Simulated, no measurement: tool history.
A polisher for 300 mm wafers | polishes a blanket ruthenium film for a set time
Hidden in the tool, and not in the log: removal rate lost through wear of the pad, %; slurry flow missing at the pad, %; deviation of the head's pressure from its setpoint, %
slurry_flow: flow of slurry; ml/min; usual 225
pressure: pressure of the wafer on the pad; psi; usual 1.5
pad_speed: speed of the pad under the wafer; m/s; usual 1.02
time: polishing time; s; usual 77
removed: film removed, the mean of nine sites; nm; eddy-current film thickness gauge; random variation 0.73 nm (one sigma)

run	hour	slurry_flow	pressure	pad_speed	time	wafers since the last listed run	wafers polished on this pad	hours since the slurry nozzle was cleaned	hours since the head pressure was calibrated	incoming thickness of the incoming film, nm	removed
1	0	225	1.5	1.02	77	0	3428	488.4	420.6	469.5	52.1
2	55.4	225	1.5	1.02	77	695	4124	543.8	476	477.8	51.1
# hour 68.9: slurry nozzle cleaned
3	147	225	1.5	0.78	77	1136	5261	78.1	567.6	463.9	42.3
4	208.3	225	1.5	0.78	77	769	6030	139.4	628.9	476.4	42.3
5	258.4	225	1.5	0.78	77	628	6659	189.5	679	472.1	41.8
# hour 324.5: worn pad replaced by a new one
6	334.8	225	1.5	1.02	77	908	129	265.9	755.4	470.3	55.3
7	417.1	225	1.5	1.02	77	1032	1162	348.2	837.7	469.4	55
8	496.3	225	1.5	1.02	77	993	2156	427.4	916.9	474.7	54.8
9	576	225	1.5	1.28	77	1000	3156	507.1	996.6	467.1	68.9
10	645.6	225	1.5	1.28	77	873	4030	576.7	1066.2	472.6	68.2
# hour 652.5: slurry nozzle cleaned
11	687.7	225	1.5	1.02	77	515	4545	35.2	1108.3	472.4	57.2
# hour 792.1: head pressure recalibrated
12	792.6	225	1.5	1.02	77	1291	5837	140.1	0.5	472	52.4
# hour 797.8: worn pad replaced by a new one
13	893.9	225	1.5	1.02	77	1221	1205	241.4	101.8	464.2	51.5
14	991.5	225	1.5	1.02	77	1224	2430	339	199.4	470.9	52.2
15	1038.1	225	1.5	1.02	77	584	3015	385.6	246	475.2	51.6
16	1115.9	225	1.5	1.02	77	976	3991	463.4	323.8	470.3	50.3
17	1169.9	225	1.5	1.02	77	677	4669	517.4	377.8	474	52.2
# hour 1179.2: slurry nozzle cleaned
18	1259.2	225	1.5	1.02	77	1108	5777	80	467.1	474.2	56
# hour 1297: worn pad replaced by a new one
19	1320.2	225	1.1	1.02	77	715	290	141	528.1	471.5	42.6
20	1471.6	225	1.5	0.66	77	1899	2190	292.4	679.5	468.7	35.6
21	1522.5	305	1.5	1.02	77	638	2829	343.3	730.4	470.8	57.2
22	1600.1	245	1.5	1.22	92	973	3803	420.9	808	469.7	78.4
# hour 1645.9: slurry nozzle cleaned
23	1654.8	225	1.5	1.02	77	673	4477	8.9	862.7	473.1	57.9
24	1740.7	225	1.2	1.02	68	1077	5555	94.8	948.6	469.7	42.7
25	1840.9	225	1.5	1.02	77	1257	6812	195	1048.8	468.3	57.1
# hour 1878.7: worn pad replaced by a new one
26	1915.7	225	1.5	1.26	77	888	464	269.8	1123.6	467.2	69.7
27	2002.8	225	1.3	0.68	77	1093	1557	356.9	1210.7	474.9	33.1
# hour 2090: head pressure recalibrated
28	2103.1	225	1.5	1.02	77	1233	2790	457.2	13.1	468.3	51.4
# hour 2158.6: slurry nozzle cleaned
29	2191.5	225	1.5	0.86	77	1096	3887	32.9	101.5	468.7	44.8
# hour 2363.4: worn pad replaced by a new one
30	2392.7	145	1.5	1.02	77	2474	367	234.1	302.7	469.3	51.6
31	2485.5	225	1.5	1.02	77	1164	1532	326.9	395.5	469.8	54.7
32	2521.5	225	1.5	1.02	77	451	1984	362.9	431.5	466.2	51.8
33	2617.4	185	1.5	1.02	77	1203	3187	458.8	527.4	473	51.8
34	2686.4	225	1.5	1.02	77	865	4053	527.8	596.4	470.4	51

The tool's hidden state at each run:
removal rate lost through wear of the pad, %: 0 in every run
H1: slurry flow missing at the pad, %
H2: deviation of the head's pressure from its setpoint, %
run	H1	H2
1	36.1	3.74
2	40.2	4.3
3	9.94	5.22
4	14.5	5.84
5	18.2	6.34
6	23.8	7.11
7	29.9	7.94
8	35.7	8.74
9	41.6	9.54
10	46.8	10.2
11	12.6	10.7
12	20.3	-0.646
13	27.8	0.375
14	35	1.36
15	38.5	1.83
16	44.2	2.61
17	48.2	3.16
18	13.7	4.06
19	18.2	4.67
20	29.4	6.2
21	33.2	6.71
22	38.9	7.49
23	1.67	8.04
24	8.02	8.91
25	15.4	9.92
26	20.9	10.7
27	27.4	11.6
28	34.8	-0.893
29	6.64	-0.00242
30	21.5	2.03
31	28.4	2.96
32	31	3.32
33	38.1	4.29
34	43.2	4.99
